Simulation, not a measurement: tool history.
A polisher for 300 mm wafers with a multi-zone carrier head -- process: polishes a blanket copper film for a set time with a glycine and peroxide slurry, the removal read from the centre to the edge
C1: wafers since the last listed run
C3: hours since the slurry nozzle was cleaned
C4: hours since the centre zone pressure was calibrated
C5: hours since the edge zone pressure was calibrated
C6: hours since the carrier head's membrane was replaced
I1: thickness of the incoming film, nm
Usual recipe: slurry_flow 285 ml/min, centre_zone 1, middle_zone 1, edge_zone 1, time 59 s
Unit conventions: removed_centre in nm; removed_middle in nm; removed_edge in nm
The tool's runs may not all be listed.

Run 1, day 0: usual settings but slurry_flow 345 ml/min, time 74 s; C1 0; wafers polished on this pad 556; C3 136.8; C4 13.8; C5 485.1; C6 321.9; I1 1255. Result: removed_centre 252.3 nm, removed_middle 248.5 nm, removed_edge 248.8 nm.
Run 2, day 2.55: usual settings but slurry_flow 345 ml/min, time 74 s; C1 413; wafers polished on this pad 969; C3 198; C4 75; C5 546.3; C6 383.1; I1 1252.9. Result: removed_centre 244.3 nm, removed_middle 242.2 nm, removed_edge 240.9 nm.
Run 3, day 5.996: usual settings but centre_zone 0.91; C1 558; wafers polished on this pad 1527; C3 280.7; C4 157.7; C5 629; C6 465.8; I1 1240.8. Result: removed_centre 169 nm, removed_middle 186.2 nm, removed_edge 186.5 nm.
At day 8.446: worn pad replaced by a new one.
Run 4, day 8.612: usual settings but centre_zone 0.91; C1 396; wafers polished on this pad 26; C3 343.5; C4 220.5; C5 691.8; C6 528.6; I1 1263.3. Result: removed_centre 184.5 nm, removed_middle 201.8 nm, removed_edge 201 nm.
At day 10.792: slurry nozzle cleaned.
Run 5, day 15.554: usual settings; C1 1117; wafers polished on this pad 1144; C3 114.3; C4 387.1; C5 858.4; C6 695.2; I1 1268.9. Result: removed_centre 188.9 nm, removed_middle 182.7 nm, removed_edge 183 nm.
Run 6, day 17.096: usual settings; C1 249; wafers polished on this pad 1394; C3 151.3; C4 424.1; C5 895.4; C6 732.2; I1 1262. Result: removed_centre 189.4 nm, removed_middle 185.1 nm, removed_edge 183.1 nm.
Run 7, day 18.646: usual settings; C1 251; wafers polished on this pad 1645; C3 188.5; C4 461.3; C5 932.6; C6 769.4; I1 1268.8. Result: removed_centre 182 nm, removed_middle 182 nm, removed_edge 181 nm.
Run 8, day 20.229: usual settings but edge_zone 0.92; C1 256; wafers polished on this pad 1901; C3 226.5; C4 499.3; C5 970.6; C6 807.4; I1 1235.9. Result: removed_centre 184.6 nm, removed_middle 182.7 nm, removed_edge 174.8 nm.
At day 21.054: centre zone pressure recalibrated.
Run 9, day 22.121: usual settings but slurry_flow 255 ml/min; C1 292; wafers polished on this pad 2194; C3 271.9; C4 25.6; C5 1016; C6 852.8; I1 1242.4. Result: removed_centre 181.6 nm, removed_middle 180.6 nm, removed_edge 177.6 nm.
At day 22.779: worn pad replaced by a new one.
Run 10, day 24.821: usual settings but slurry_flow 255 ml/min; C1 410; wafers polished on this pad 330; C3 336.7; C4 90.4; C5 1080.8; C6 917.6; I1 1251.5. Result: removed_centre 199.7 nm, removed_middle 196.5 nm, removed_edge 192.7 nm.
At day 26.267: slurry nozzle cleaned.
Run 11, day 26.633: usual settings but slurry_flow 370 ml/min, time 75 s; C1 286; wafers polished on this pad 617; C3 8.8; C4 133.9; C5 1124.3; C6 961.1; I1 1243.1. Result: removed_centre 253.3 nm, removed_middle 251.4 nm, removed_edge 248.8 nm.
At day 27.358: edge zone pressure recalibrated.
At day 27.625: carrier head's membrane replaced by a new one, of another model than before.
Run 12, day 27.971: usual settings but slurry_flow 325 ml/min, centre_zone 0.94, edge_zone 0.96, time 78 s; C1 169; wafers polished on this pad 787; C3 40.9; C4 166; C5 14.7; C6 8.3; I1 1276.6. Result: removed_centre 244 nm, removed_middle 257.6 nm, removed_edge 253.3 nm.
Run 13, day 29.85: usual settings but slurry_flow 370 ml/min, time 75 s; C1 304; wafers polished on this pad 1091; C3 86; C4 211.1; C5 59.8; C6 53.4; I1 1234.1. Result: removed_centre 241.9 nm, removed_middle 245.3 nm, removed_edge 242.4 nm.
Run 14, day 35.833: usual settings but slurry_flow 235 ml/min, centre_zone 1.08, middle_zone 1.12, time 44 s; C1 969; wafers polished on this pad 2060; C3 229.6; C4 354.7; C5 203.4; C6 197; I1 1257.3. Result: removed_centre 142.3 nm, removed_middle 155.3 nm, removed_edge 132.5 nm.
At day 36.808: worn pad replaced by a new one.
Run 15, day 37.662: usual settings but centre_zone 1.04; C1 269; wafers polished on this pad 138; C3 273.5; C4 398.6; C5 247.3; C6 240.9; I1 1275.2. Result: removed_centre 212.5 nm, removed_middle 207.6 nm, removed_edge 203.6 nm.
Run 16, day 39.433: usual settings but edge_zone 0.94; C1 286; wafers polished on this pad 425; C3 316; C4 441.1; C5 289.8; C6 283.4; I1 1244.3. Result: removed_centre 198.4 nm, removed_middle 197.7 nm, removed_edge 194.7 nm.
Run 17, day 40.65: usual settings but centre_zone 0.92, middle_zone 1.06, edge_zone 0.93, time 68 s; C1 197; wafers polished on this pad 622; C3 345.2; C4 470.3; C5 319; C6 312.6; I1 1260.8. Result: removed_centre 212.4 nm, removed_middle 244.2 nm, removed_edge 219.5 nm.
At day 42.979: slurry nozzle cleaned.
Run 18, day 43.404: usual settings but slurry_flow 370 ml/min, time 75 s; C1 439; wafers polished on this pad 1061; C3 10.2; C4 536.4; C5 385.1; C6 378.7; I1 1281.7. Result: removed_centre 250.6 nm, removed_middle 249.3 nm, removed_edge 249.7 nm.
At day 43.758: centre zone pressure recalibrated.
Run 19, day 45.329: usual settings but edge_zone 1.11; C1 298; wafers polished on this pad 1360; C3 56.4; C4 37.7; C5 431.3; C6 424.9; I1 1278.6. Result: removed_centre 191.6 nm, removed_middle 190.4 nm, removed_edge 196.6 nm.
Run 20, day 46.812: usual settings but slurry_flow 225 ml/min, edge_zone 0.96; C1 240; wafers polished on this pad 1600; C3 92; C4 73.3; C5 466.9; C6 460.5; I1 1251.1. Result: removed_centre 183.5 nm, removed_middle 182.7 nm, removed_edge 180.1 nm.
Run 21, day 49.296: usual settings but slurry_flow 245 ml/min; C1 402; wafers polished on this pad 2002; C3 151.6; C4 132.9; C5 526.5; C6 520.1; I1 1244.8. Result: removed_centre 182.5 nm, removed_middle 184.6 nm, removed_edge 183.9 nm.
At day 51.254: worn pad replaced by a new one.
Run 22, day 51.321: usual settings but middle_zone 0.93; C1 301; wafers polished on this pad 10; C3 200.2; C4 181.5; C5 575.1; C6 568.7; I1 1264.7. Result: removed_centre 203.6 nm, removed_middle 188 nm, removed_edge 208 nm.
Run 23, day 52.562: usual settings but middle_zone 1.11, edge_zone 1.11; C1 201; wafers polished on this pad 211; C3 230; C4 211.3; C5 604.9; C6 598.5; I1 1249.3. Result: removed_centre 199.2 nm, removed_middle 227.2 nm, removed_edge 207 nm.

Each row is a separate what-if for the run after 23, all from the same tool condition, not one after another. Results?
Run A, day 52.579: usual settings but time 47 s; C1 2; wafers polished on this pad 214; C3 230.4; C4 211.7; C5 605.3; C6 598.9; I1 1248.9. Result: removed_centre ?, removed_middle ?, removed_edge ?.
Run B, day 52.579: usual settings but slurry_flow 205 ml/min, centre_zone 0.97, middle_zone 0.92, edge_zone 1.05; C1 2; wafers polished on this pad 214; C3 230.4; C4 211.7; C5 605.3; C6 598.9; I1 1248.9. Result: removed_centre ?, removed_middle ?, removed_edge ?.
Run C, day 52.579: usual settings but centre_zone 1.12; C1 2; wafers polished on this pad 214; C3 230.4; C4 211.7; C5 605.3; C6 598.9; I1 1248.9. Result: removed_centre ?, removed_middle ?, removed_edge ?.

run  removed_centre  removed_middle  removed_edge
  A           160.9           160.4         159.3
  B           188.2           173.3         197.2
  C           217.5           201.3           200
The same runs, with their run-to-run variation unchanged, on a tool lacking any hidden condition would have given:
run  removed_centre  removed_middle  removed_edge
  A           167.9           167.5         166.3
  B           196.5           180.9         205.9
  C             227           210.2         208.7
